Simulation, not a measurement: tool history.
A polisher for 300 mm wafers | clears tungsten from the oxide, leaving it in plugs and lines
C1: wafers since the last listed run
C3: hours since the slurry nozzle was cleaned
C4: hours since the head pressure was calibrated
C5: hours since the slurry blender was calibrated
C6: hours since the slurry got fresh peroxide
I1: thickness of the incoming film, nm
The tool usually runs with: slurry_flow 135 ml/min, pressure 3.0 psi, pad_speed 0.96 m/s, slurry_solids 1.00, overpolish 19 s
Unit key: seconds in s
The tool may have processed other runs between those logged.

run 1 hour=0.0 | slurry_flow=135 pressure=3.3 pad_speed=0.96 slurry_solids=1.00 overpolish=19 | C1=0 wafers_polished_on_this_pad=282 C3=399.2 C4=96.4 C5=260.7 C6=179.6 | I1=236.9 | seconds=55.7
run 2 hour=72.8 | slurry_flow=135 pressure=3.0 pad_speed=0.96 slurry_solids=1.00 overpolish=19 | C1=886 wafers_polished_on_this_pad=1169 C3=472.0 C4=169.2 C5=333.5 C6=252.4 | I1=241.6 | seconds=65.2
-- hour=136.8 slurry tank refilled with fresh slurry and peroxide
run 3 hour=159.4 | slurry_flow=135 pressure=3.0 pad_speed=0.96 slurry_solids=1.00 overpolish=19 | C1=1042 wafers_polished_on_this_pad=2211 C3=558.6 C4=255.8 C5=420.1 C6=22.6 | I1=239.4 | seconds=67.1
-- hour=236.8 slurry blender recalibrated
run 4 hour=237.3 | slurry_flow=135 pressure=3.0 pad_speed=0.96 slurry_solids=1.00 overpolish=19 | C1=924 wafers_polished_on_this_pad=3135 C3=636.5 C4=333.7 C5=0.5 C6=100.5 | I1=239.6 | seconds=69.3
-- hour=265.1 worn pad replaced by a new one
run 5 hour=275.0 | slurry_flow=135 pressure=3.0 pad_speed=0.96 slurry_solids=1.00 overpolish=19 | C1=410 wafers_polished_on_this_pad=120 C3=674.2 C4=371.4 C5=38.2 C6=138.2 | I1=236.8 | seconds=59.5
-- hour=309.8 slurry nozzle cleaned
run 6 hour=315.5 | slurry_flow=135 pressure=3.0 pad_speed=0.96 slurry_solids=1.00 overpolish=19 | C1=480 wafers_polished_on_this_pad=601 C3=5.7 C4=411.9 C5=78.7 C6=178.7 | I1=239.0 | seconds=59.0
run 7 hour=392.0 | slurry_flow=135 pressure=3.0 pad_speed=0.96 slurry_solids=1.00 overpolish=19 | C1=931 wafers_polished_on_this_pad=1533 C3=82.2 C4=488.4 C5=155.2 C6=255.2 | I1=237.2 | seconds=60.6
run 8 hour=432.1 | slurry_flow=135 pressure=3.0 pad_speed=0.96 slurry_solids=1.00 overpolish=19 | C1=488 wafers_polished_on_this_pad=2021 C3=122.3 C4=528.5 C5=195.3 C6=295.3 | I1=235.9 | seconds=61.8
-- hour=449.7 slurry tank refilled with fresh slurry and peroxide
run 9 hour=497.9 | slurry_flow=135 pressure=2.3 pad_speed=1.20 slurry_solids=1.00 overpolish=19 | C1=789 wafers_polished_on_this_pad=2810 C3=188.1 C4=594.3 C5=261.1 C6=48.2 | I1=239.5 | seconds=67.4
-- hour=509.4 worn pad replaced by a new one
run 10 hour=598.5 | slurry_flow=135 pressure=3.0 pad_speed=0.96 slurry_solids=1.00 overpolish=19 | C1=1176 wafers_polished_on_this_pad=1085 C3=288.7 C4=694.9 C5=361.7 C6=148.8 | I1=239.8 | seconds=62.7
-- hour=669.1 slurry blender recalibrated
run 11 hour=684.3 | slurry_flow=175 pressure=3.0 pad_speed=0.66 slurry_solids=1.10 overpolish=27 | C1=1020 wafers_polished_on_this_pad=2105 C3=374.5 C4=780.7 C5=15.2 C6=234.6 | I1=238.9 | seconds=87.9
-- hour=738.7 slurry tank refilled with fresh slurry and peroxide
run 12 hour=757.4 | slurry_flow=160 pressure=3.6 pad_speed=0.96 slurry_solids=1.20 overpolish=19 | C1=877 wafers_polished_on_this_pad=2983 C3=447.6 C4=853.8 C5=88.3 C6=18.7 | I1=239.1 | seconds=53.0
-- hour=768.1 head pressure recalibrated
-- hour=793.6 worn pad replaced by a new one
run 13 hour=828.9 | slurry_flow=105 pressure=2.3 pad_speed=1.30 slurry_solids=1.10 overpolish=19 | C1=797 wafers_polished_on_this_pad=430 C3=519.1 C4=60.8 C5=159.8 C6=90.2 | I1=238.6 | seconds=59.7
run 14 hour=876.4 | slurry_flow=95 pressure=3.0 pad_speed=0.96 slurry_solids=1.00 overpolish=19 | C1=578 wafers_polished_on_this_pad=1008 C3=566.6 C4=108.3 C5=207.3 C6=137.7 | I1=239.1 | seconds=65.0
-- hour=957.6 slurry nozzle cleaned
run 15 hour=970.2 | slurry_flow=175 pressure=3.0 pad_speed=0.96 slurry_solids=1.00 overpolish=19 | C1=1130 wafers_polished_on_this_pad=2138 C3=12.6 C4=202.1 C5=301.1 C6=231.5 | I1=242.5 | seconds=63.8
run 16 hour=1007.0 | slurry_flow=100 pressure=3.0 pad_speed=0.96 slurry_solids=1.00 overpolish=19 | C1=448 wafers_polished_on_this_pad=2586 C3=49.4 C4=238.9 C5=337.9 C6=268.3 | I1=238.5 | seconds=70.3
-- hour=1048.5 slurry tank refilled with fresh slurry and peroxide
-- hour=1074.5 worn pad replaced by a new one
run 17 hour=1084.0 | slurry_flow=135 pressure=2.2 pad_speed=0.96 slurry_solids=1.20 overpolish=19 | C1=876 wafers_polished_on_this_pad=115 C3=126.4 C4=315.9 C5=414.9 C6=35.5 | I1=242.4 | seconds=83.0
run 18 hour=1140.7 | slurry_flow=135 pressure=3.0 pad_speed=0.96 slurry_solids=1.00 overpolish=19 | C1=690 wafers_polished_on_this_pad=806 C3=183.1 C4=372.6 C5=471.6 C6=92.2 | I1=239.8 | seconds=66.4
-- hour=1166.1 slurry blender recalibrated
run 19 hour=1238.2 | slurry_flow=135 pressure=3.0 pad_speed=1.06 slurry_solids=1.00 overpolish=19 | C1=1162 wafers_polished_on_this_pad=1969 C3=280.6 C4=470.1 C5=72.1 C6=189.7 | I1=242.6 | seconds=57.0
-- hour=1289.2 slurry tank refilled with fresh slurry and peroxide
run 20 hour=1299.3 | slurry_flow=135 pressure=3.0 pad_speed=0.96 slurry_solids=1.00 overpolish=19 | C1=731 wafers_polished_on_this_pad=2701 C3=341.7 C4=531.2 C5=133.2 C6=10.1 | I1=241.9 | seconds=66.2
-- hour=1313.3 worn pad replaced by a new one
run 21 hour=1391.8 | slurry_flow=100 pressure=2.4 pad_speed=0.96 slurry_solids=1.00 overpolish=19 | C1=1077 wafers_polished_on_this_pad=955 C3=434.2 C4=623.7 C5=225.7 C6=102.6 | I1=239.0 | seconds=78.7

Run-by-run hidden state of the tool:
slurry flow missing at the pad, %: 0 at every run
deviation of the head's pressure from its setpoint, %: 0 at every run
peroxide lost from the slurry, %: 0 at every run
H1: removal rate lost through wear of the pad, %
H2: abrasive missing from the slurry, %
run=1 H1=2.01 H2=11.3
run=2 H1=3.29 H2=17.8
run=3 H1=6.85 H2=27.8
run=4 H1=11.9 H2=1.77
run=5 H1=0.197 H2=1.99
run=6 H1=0.558 H2=2.71
run=7 H1=2.56 H2=5.43
run=8 H1=4.3 H2=7.56
run=9 H1=8.18 H2=12.1
run=10 H1=1.8 H2=21.6
run=11 H1=5.15 H2=3.88
run=12 H1=9.71 H2=5.03
run=13 H1=0.908 H2=7.73
run=14 H1=1.74 H2=10.4
run=15 H1=5.33 H2=17.6
run=16 H1=7.45 H2=21.2
run=17 H1=0.179 H2=30
run=18 H1=0.813 H2=37.6
run=19 H1=4.12 H2=1.1
run=20 H1=7.63 H2=3
run=21 H1=1.34 H2=8.04
